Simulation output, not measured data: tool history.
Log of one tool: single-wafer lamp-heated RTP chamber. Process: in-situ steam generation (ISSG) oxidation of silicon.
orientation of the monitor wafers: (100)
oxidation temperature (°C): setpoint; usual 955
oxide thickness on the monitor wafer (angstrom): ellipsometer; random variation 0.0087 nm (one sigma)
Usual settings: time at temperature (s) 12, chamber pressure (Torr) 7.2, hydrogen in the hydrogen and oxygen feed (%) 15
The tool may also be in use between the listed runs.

run,hour,oxidation temperature (°C),time at temperature (s),chamber pressure (Torr),hydrogen in the hydrogen and oxygen feed (%),wafers since the last listed run,wafers since the last pyrometer calibration,hours since the pressure gauge was zeroed,hours since the hydrogen flow controller was replaced,hours since the gauge calibration,"read-back reference wafer on the same gauge, thickness",oxide thickness on the monitor wafer (angstrom)
1,0.0,955,12,7.2,15,0,5714,3038.9,3947.2,205.7,3.170,35.77
2,10.9,955,12,7.2,15,84,5798,3049.8,3958.1,216.6,3.169,35.73
3,27.1,955,12,7.2,15,125,5924,3066.0,3974.3,232.8,3.171,35.73
4,36.2,955,12,7.2,15,70,5994,3075.1,3983.4,241.9,3.169,35.82
5,50.1,955,12,7.2,15,107,6102,3089.0,3997.3,255.8,3.172,35.96
6,67.2,970,12,7.2,20,132,6234,3106.1,4014.4,272.9,3.171,40.13
7,84.4,955,12,7.2,15,133,6367,3123.3,4031.6,290.1,3.167,35.78
8,100.6,955,12,7.2,15,125,6493,3139.5,4047.8,306.3,3.170,35.93
9,118.5,947,12,7.2,15,138,6632,3157.4,4065.7,324.2,3.171,35.17
10,131.7,968,12,8.1,15,102,6734,3170.6,4078.9,337.4,3.170,37.50
# hour 137.5: gauge calibrated
11,146.6,937,10,7.9,12,115,6849,3185.5,4093.8,9.1,3.168,30.67
12,156.9,955,12,7.2,15,79,6929,3195.8,4104.1,19.4,3.167,35.79
13,165.8,942,12,7.2,12,68,6998,3204.7,4113.0,28.3,3.170,33.00
14,176.5,955,12,7.2,15,82,7081,3215.4,4123.7,39.0,3.168,35.97
15,194.0,968,12,8.6,15,135,7216,3232.9,4141.2,56.5,3.167,37.38
16,208.0,955,12,7.2,20,108,7325,3246.9,4155.2,70.5,3.169,38.67
17,221.7,942,8,8.6,24,106,7431,3260.6,4168.9,84.2,3.170,33.64
# hour 232.7: hydrogen flow controller replaced
# hour 238.9: pyrometer window cleaned and pyrometer calibrated
18,239.4,943,12,6.9,18,27,4,3278.3,6.7,101.9,3.171,35.37
19,248.9,955,8,6.9,15,73,77,3287.8,16.2,111.4,3.169,29.78
20,261.3,949,12,7.2,15,96,173,3300.2,28.6,123.8,3.172,34.53
21,268.7,961,12,7.2,15,57,230,3307.6,36.0,131.2,3.172,35.66
# hour 285.2: pressure gauge zeroed
22,285.7,955,12,7.2,15,69,300,0.5,53.0,148.2,3.166,35.10
23,327.5,955,12,7.2,15,323,624,42.3,94.8,190.0,3.172,35.16
24,343.7,955,12,6.9,15,125,749,58.5,111.0,206.2,3.170,34.98
25,353.0,955,12,7.2,15,72,821,67.8,120.3,215.5,3.172,35.16
26,364.8,955,12,7.2,15,91,913,79.6,132.1,227.3,3.172,35.26
27,375.3,955,12,8.1,15,81,994,90.1,142.6,237.8,3.170,35.33
28,386.6,955,10,7.2,22,87,1082,101.4,153.9,249.1,3.171,36.13

The next listed run, before its measurement:
29,393.2,968,8,8.0,24,51,1133,108.0,160.5,255.7,?,?

read-back reference wafer on the same gauge, thickness: 3.173
oxide thickness on the monitor wafer (angstrom): 35.23
Without the tool's hidden state the same run would have given oxide thickness on the monitor wafer (angstrom) 34.90.
